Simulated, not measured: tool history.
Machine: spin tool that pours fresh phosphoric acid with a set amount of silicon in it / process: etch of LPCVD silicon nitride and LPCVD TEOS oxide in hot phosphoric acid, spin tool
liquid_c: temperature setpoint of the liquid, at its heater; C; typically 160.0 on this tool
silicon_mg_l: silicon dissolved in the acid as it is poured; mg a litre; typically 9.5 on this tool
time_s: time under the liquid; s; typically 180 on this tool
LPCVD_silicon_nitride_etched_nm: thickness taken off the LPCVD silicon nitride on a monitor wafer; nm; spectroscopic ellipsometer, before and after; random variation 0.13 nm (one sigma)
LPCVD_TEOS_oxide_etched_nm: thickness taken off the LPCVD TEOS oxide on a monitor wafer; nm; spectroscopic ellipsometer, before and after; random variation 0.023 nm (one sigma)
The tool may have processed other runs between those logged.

run,hour,liquid_c,silicon_mg_l,time_s,wafers since the last listed run,hours since the thermometer was replaced,hours since the dissolved silicon flow meter was replaced,hours since the heated supply line was repaired,hours since the gauge calibration,"read-back film thickness of the LPCVD silicon nitride reference wafer, read on the same gauge (nm)","read-back film thickness of the LPCVD TEOS oxide reference wafer, read on the same gauge (nm)",LPCVD_silicon_nitride_etched_nm,LPCVD_TEOS_oxide_etched_nm
1,0.0,162.5,9.5,105,0,2880.2,1920.8,4.6,6.3,129.99,129.991,9.82,0.367
2,13.5,160.0,9.5,180,141,2893.7,1934.3,18.1,19.8,129.98,130.019,15.38,0.515
3,27.0,160.0,9.5,180,141,2907.2,1947.8,31.6,33.3,129.98,130.006,15.53,0.523
4,49.1,157.5,9.5,180,230,2929.3,1969.9,53.7,55.4,130.01,130.020,14.09,0.468
# hour 64.3: thermometer replaced
5,84.9,157.0,3.0,250,363,20.6,2005.7,89.5,91.2,130.03,130.027,19.30,0.716
6,109.9,160.0,9.5,180,261,45.6,2030.7,114.5,116.2,130.04,129.996,15.33,0.551
7,137.2,162.0,4.0,280,285,72.9,2058.0,141.8,143.5,130.04,129.962,25.45,1.105
8,162.1,160.0,15.5,260,260,97.8,2082.9,166.7,168.4,130.02,130.032,22.06,0.642
9,175.9,162.0,9.5,140,144,111.6,2096.7,180.5,182.2,130.02,130.015,12.78,0.459
10,188.9,160.0,9.5,180,135,124.6,2109.7,193.5,195.2,129.99,130.020,15.27,0.551
11,202.9,161.0,9.5,180,146,138.6,2123.7,207.5,209.2,130.00,129.986,16.15,0.607
12,228.8,158.0,9.5,240,270,164.5,2149.6,233.4,235.1,130.00,129.997,19.15,0.632
13,255.7,162.0,6.5,180,281,191.4,2176.5,260.3,262.0,130.04,129.980,16.28,0.679
# hour 275.6: dissolved silicon flow meter replaced
14,289.6,160.0,6.5,125,343,225.3,14.0,294.2,295.9,130.00,130.009,10.47,0.363
15,306.2,158.5,15.5,105,173,241.9,30.6,310.8,312.5,129.96,130.013,8.44,0.243
16,318.4,160.0,16.5,245,127,254.1,42.8,323.0,324.7,129.99,130.008,20.64,0.576
17,346.9,158.5,9.5,135,297,282.6,71.3,351.5,353.2,129.94,129.990,10.80,0.361
18,363.6,160.0,9.5,180,174,299.3,88.0,368.2,369.9,129.99,130.013,15.16,0.541
19,388.1,160.0,6.5,180,255,323.8,112.5,392.7,394.4,129.98,129.993,15.30,0.543
20,416.4,158.5,7.5,220,295,352.1,140.8,421.0,422.7,130.00,129.971,17.56,0.569
21,493.9,160.0,9.5,180,809,429.6,218.3,498.5,500.2,130.06,130.002,15.01,0.495
22,507.2,160.0,9.5,240,138,442.9,231.6,511.8,513.5,130.02,129.999,20.13,0.683

The next listed run, before its measurement:
23,539.5,160.0,4.0,180,337,475.2,263.9,544.1,545.8,?,?,?,?

{"run 23": {"read-back film thickness of the LPCVD silicon nitride reference wafer, read on the same gauge (nm)": 129.99, "read-back film thickness of the LPCVD TEOS oxide reference wafer, read on the same gauge (nm)": 129.994, "LPCVD_silicon_nitride_etched_nm": 15.04, "LPCVD_TEOS_oxide_etched_nm": 0.567}}
On a tool with no hidden condition, and with the same random variation, this run would have come out at LPCVD_silicon_nitride_etched_nm 15.58 nm, LPCVD_TEOS_oxide_etched_nm 0.613 nm.
